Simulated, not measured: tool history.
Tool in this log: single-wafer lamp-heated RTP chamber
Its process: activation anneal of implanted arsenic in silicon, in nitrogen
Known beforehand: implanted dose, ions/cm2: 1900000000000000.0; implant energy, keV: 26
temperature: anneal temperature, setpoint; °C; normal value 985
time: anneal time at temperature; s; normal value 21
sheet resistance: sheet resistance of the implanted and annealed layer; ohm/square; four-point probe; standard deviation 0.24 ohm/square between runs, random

| run | hour | temperature | time | read-back reference wafer on the same gauge, sheet resistance | sheet resistance |
|---|---|---|---|---|---|
| 1 | 0.0 | 985 | 21 | 95.03 | 100.89 |
|  | 11.1 | reflector plate cleaned |
| 2 | 20.5 | 985 | 21 | 95.07 | 101.04 |
| 3 | 51.1 | 985 | 21 | 94.96 | 100.35 |
| 4 | 86.6 | 985 | 21 | 94.94 | 98.79 |
| 5 | 100.0 | 985 | 25 | 94.99 | 96.23 |
|  | 114.6 | pyrometer window cleaned and pyrometer calibrated |
| 6 | 119.8 | 969 | 21 | 95.09 | 106.97 |
| 7 | 142.3 | 969 | 21 | 95.00 | 106.80 |
| 8 | 167.2 | 969 | 21 | 94.96 | 105.84 |
| 9 | 187.8 | 970 | 18 | 94.85 | 106.32 |
| 10 | 217.1 | 985 | 21 | 95.02 | 98.31 |
|  | 243.5 | pyrometer window cleaned and pyrometer calibrated |
| 11 | 244.0 | 985 | 21 | 95.01 | 101.30 |
| 12 | 262.7 | 1007 | 11 | 95.05 | 100.39 |
| 13 | 300.1 | 985 | 15 | 95.06 | 103.78 |
| 14 | 326.9 | 1012 | 26 | 94.89 | 87.94 |
|  | 353.1 | pyrometer window cleaned and pyrometer calibrated |
| 15 | 353.6 | 966 | 9 | 94.99 | 114.71 |
| 16 | 358.9 | 985 | 21 | 94.93 | 100.51 |
| 17 | 381.6 | 1001 | 18 | 94.99 | 96.56 |
| 18 | 411.8 | 965 | 31 | 95.01 | 103.05 |
| 19 | 435.7 | 997 | 26 | 95.05 | 92.36 |
|  | 438.4 | gauge calibrated |
|  | 449.9 | reflector plate cleaned |
| 20 | 450.4 | 1000 | 27 | 95.13 | 90.02 |
|  | 463.9 | pyrometer window cleaned and pyrometer calibrated |
| 21 | 478.1 | 985 | 21 | 95.06 | 100.86 |
| 22 | 502.0 | 985 | 21 | 95.06 | 100.66 |
| 23 | 519.6 | 974 | 27 | 95.04 | 101.83 |
| 24 | 549.4 | 956 | 15 | 95.02 | 112.25 |
|  | 570.9 | pyrometer window cleaned and pyrometer calibrated |
| 25 | 571.4 | 1011 | 25 | 94.98 | 90.18 |

Consider 5 possible next runs. They are alternatives, not a sequence: every one starts from the tool as it was left by run 25. What does each give?
| A | 571.8 | 985 | 21 | ? | ? |
| B | 571.8 | 977 | 26 | ? | ? |
| C | 571.8 | 1003 | 13 | ? | ? |
| D | 571.8 | 993 | 16 | ? | ? |
| E | 571.8 | 1001 | 30 | ? | ? |

| run | read-back reference wafer on the same gauge, sheet resistance | sheet resistance |
|---|---|---|
| A | 94.99 | 100.81 |
| B | 94.99 | 101.50 |
| C | 94.99 | 99.60 |
| D | 94.99 | 100.76 |
| E | 94.99 | 91.44 |
With the hidden condition removed and each run's random variation left untouched, the same runs would have given:
| run | sheet resistance |
|---|---|
| A | 100.98 |
| B | 101.67 |
| C | 99.75 |
| D | 100.92 |
| E | 91.60 |
